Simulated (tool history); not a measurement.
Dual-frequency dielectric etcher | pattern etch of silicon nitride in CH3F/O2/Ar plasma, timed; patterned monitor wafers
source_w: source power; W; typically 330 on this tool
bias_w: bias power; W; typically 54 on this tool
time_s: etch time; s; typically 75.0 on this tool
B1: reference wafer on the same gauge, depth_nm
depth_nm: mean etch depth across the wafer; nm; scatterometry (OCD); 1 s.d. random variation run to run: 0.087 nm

run 1 day=0.000 | source_w=330 bias_w=45 time_s=75.0 | B1=46.08 | depth_nm=41.02
run 2 day=1.162 | source_w=330 bias_w=54 time_s=59.5 | B1=46.08 | depth_nm=34.45
run 3 day=3.562 | source_w=330 bias_w=54 time_s=59.5 | B1=46.11 | depth_nm=34.62
run 4 day=4.812 | source_w=330 bias_w=54 time_s=59.5 | B1=46.09 | depth_nm=34.42
run 5 day=6.696 | source_w=390 bias_w=57 time_s=75.0 | B1=46.10 | depth_nm=47.23
run 6 day=7.842 | source_w=330 bias_w=60 time_s=75.0 | B1=46.10 | depth_nm=44.99
-- day=9.467 bias power generator calibrated
run 7 day=9.971 | source_w=330 bias_w=54 time_s=75.0 | B1=46.08 | depth_nm=43.04
run 8 day=12.925 | source_w=330 bias_w=54 time_s=75.0 | B1=46.09 | depth_nm=42.94
-- day=14.625 wet clean of the chamber
run 9 day=14.646 | source_w=330 bias_w=54 time_s=75.0 | B1=46.13 | depth_nm=43.04
run 10 day=15.958 | source_w=330 bias_w=54 time_s=75.0 | B1=46.10 | depth_nm=43.09
run 11 day=17.758 | source_w=350 bias_w=43 time_s=86.0 | B1=46.11 | depth_nm=47.01
run 12 day=20.583 | source_w=380 bias_w=54 time_s=75.0 | B1=46.10 | depth_nm=45.77
run 13 day=21.925 | source_w=330 bias_w=58 time_s=66.0 | B1=46.08 | depth_nm=38.89
run 14 day=24.808 | source_w=370 bias_w=54 time_s=75.0 | B1=46.09 | depth_nm=45.12
-- day=24.888 gauge calibrated
run 15 day=27.321 | source_w=330 bias_w=41 time_s=75.0 | B1=46.08 | depth_nm=39.61
run 16 day=28.704 | source_w=270 bias_w=43 time_s=62.5 | B1=46.09 | depth_nm=30.78
run 17 day=31.233 | source_w=330 bias_w=54 time_s=94.0 | B1=46.09 | depth_nm=54.16
-- day=31.883 source power generator calibrated
run 18 day=32.958 | source_w=400 bias_w=54 time_s=75.0 | B1=46.10 | depth_nm=46.15
run 19 day=35.283 | source_w=330 bias_w=54 time_s=75.0 | B1=46.13 | depth_nm=42.84
run 20 day=37.292 | source_w=330 bias_w=54 time_s=55.0 | B1=46.10 | depth_nm=31.21
run 21 day=39.808 | source_w=330 bias_w=47 time_s=75.0 | B1=46.08 | depth_nm=40.89
run 22 day=42.158 | source_w=380 bias_w=49 time_s=57.0 | B1=46.10 | depth_nm=33.36
-- day=43.396 wet clean of the chamber
run 23 day=43.479 | source_w=330 bias_w=63 time_s=57.0 | B1=46.09 | depth_nm=34.16
run 24 day=44.583 | source_w=330 bias_w=63 time_s=75.0 | B1=46.11 | depth_nm=44.84
run 25 day=45.817 | source_w=270 bias_w=49 time_s=65.0 | B1=46.08 | depth_nm=33.13
run 26 day=48.296 | source_w=330 bias_w=40 time_s=56.0 | B1=46.10 | depth_nm=29.10
run 27 day=51.075 | source_w=390 bias_w=66 time_s=83.5 | B1=46.08 | depth_nm=54.19
run 28 day=53.438 | source_w=370 bias_w=42 time_s=85.5 | B1=46.09 | depth_nm=47.28
run 29 day=55.317 | source_w=390 bias_w=67 time_s=75.0 | B1=46.11 | depth_nm=48.94
run 30 day=58.121 | source_w=300 bias_w=54 time_s=75.0 | B1=46.10 | depth_nm=41.17

What does the tool deliver on the next run?
run 31 day=60.242 | source_w=330 bias_w=45 time_s=89.0 | B1=? | depth_nm=?

Run 31 produced B1 46.13, depth_nm 48.00 nm.
With no hidden state in the tool, this same run would have given depth_nm 48.00 nm.
